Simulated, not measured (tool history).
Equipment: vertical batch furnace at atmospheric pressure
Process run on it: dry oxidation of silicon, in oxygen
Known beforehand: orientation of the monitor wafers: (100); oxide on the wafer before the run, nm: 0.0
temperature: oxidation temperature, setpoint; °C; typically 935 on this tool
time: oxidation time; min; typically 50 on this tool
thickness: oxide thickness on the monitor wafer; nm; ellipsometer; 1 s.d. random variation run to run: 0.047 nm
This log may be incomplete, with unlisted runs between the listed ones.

run,hour,temperature,time,"read-back reference wafer on the same gauge, thickness",thickness
1,0,916,59,26.11,22.44
2,20.1,916,59,26.09,22.48
# hour 32.3: gauge calibrated
3,56.1,916,59,26.09,22.59
4,90,929,55.5,26.09,24.56
5,120.8,935,50,26.1,24.42
6,150.6,935,50,26.11,24.4
# hour 183.3: boat lift adjusted
7,183.8,935,50,26.09,24.58
# hour 209.7: thermocouples replaced and temperature profile calibrated
8,210.2,935,50,26.11,22.9
9,215,947,56.5,26.1,28.28
10,244.2,924,50,26.1,20.72
11,263.8,929,65.5,26.1,25.88
12,281.5,949,69.5,26.09,33.2
# hour 304.8: gauge calibrated
13,342.6,935,50,26.11,22.91
14,356.1,935,50,26.1,22.98
15,401.1,913,57.5,26.09,20.4
16,418.4,959,50,26.11,29.61

3 options for the next run, each taken on its own from the tool as it stands now. Forecast them:
A,423.3,935,61,?,?
B,423.3,913,50,?,?
C,423.3,935,39.5,?,?

run,"read-back reference wafer on the same gauge, thickness",thickness
A,26.11,26.19
B,26.11,18.56
C,26.11,19.66
The same runs, with their run-to-run variation unchanged, on a tool lacking any hidden condition would have given:
run,thickness
A,26.12
B,18.52
C,19.61
